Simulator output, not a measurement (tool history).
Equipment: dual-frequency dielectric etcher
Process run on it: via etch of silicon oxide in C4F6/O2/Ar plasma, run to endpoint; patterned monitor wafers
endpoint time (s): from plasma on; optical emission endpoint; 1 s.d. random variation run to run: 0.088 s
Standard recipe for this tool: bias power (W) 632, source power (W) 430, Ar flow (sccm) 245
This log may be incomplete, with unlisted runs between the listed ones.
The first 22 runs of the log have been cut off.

| run | hour | bias power (W) | source power (W) | Ar flow (sccm) | wafers since the last listed run | hours since the last wet clean | hours since the last bias power generator calibration | hours since the last source power generator calibration | hours since the last Ar flow controller change | hours since the last upper electrode change | incoming incoming film thickness, nm | endpoint time (s) |
|---|---|---|---|---|---|---|---|---|---|---|---|---|
| 23 | 1182.4 | 490 | 380 | 245 | 499 | 29.9 | 339.2 | 64.9 | 552 | 171.1 | 102.3 | 22.4 |
| 24 | 1207.2 | 779 | 390 | 224 | 421 | 54.7 | 364 | 89.7 | 576.8 | 195.9 | 102.1 | 19 |
| 25 | 1352.3 | 780 | 340 | 280 | 2465 | 199.8 | 509.1 | 234.8 | 721.9 | 341 | 103.4 | 21.2 |
| 26 | 1390.3 | 632 | 430 | 218 | 645 | 237.8 | 547.1 | 272.8 | 759.9 | 379 | 101.2 | 19.6 |
| 27 | 1454 | 632 | 350 | 213 | 1082 | 301.5 | 610.8 | 336.5 | 823.6 | 442.7 | 101.6 | 21.2 |
|  | 1501.2 | wet clean of the chamber |
| 28 | 1512.2 | 632 | 430 | 305 | 581 | 11 | 669 | 394.7 | 881.8 | 500.9 | 101.4 | 20.5 |
| 29 | 1547.2 | 632 | 430 | 245 | 594 | 46 | 704 | 429.7 | 916.8 | 535.9 | 101.5 | 19.8 |
| 30 | 1587.5 | 717 | 430 | 219 | 684 | 86.3 | 744.3 | 470 | 957.1 | 576.2 | 102.6 | 18.9 |

Consider 3 possible next runs. They are alternatives, not a sequence: every one starts from the tool as it was left by run 30. What does each give?
| A | 1587.9 | 770 | 430 | 245 | 6 | 86.7 | 744.7 | 470.4 | 957.5 | 576.6 | 102 | ? |
| B | 1587.9 | 739 | 430 | 216 | 6 | 86.7 | 744.7 | 470.4 | 957.5 | 576.6 | 102 | ? |
| C | 1587.9 | 673 | 470 | 196 | 6 | 86.7 | 744.7 | 470.4 | 957.5 | 576.6 | 102 | ? |

| run | endpoint time (s) |
|---|---|
| A | 18.7 |
| B | 18.5 |
| C | 18.2 |
Without the tool's unlogged condition, the same runs would have read:
| run | endpoint time (s) |
|---|---|
| A | 18.6 |
| B | 18.4 |
| C | 18 |
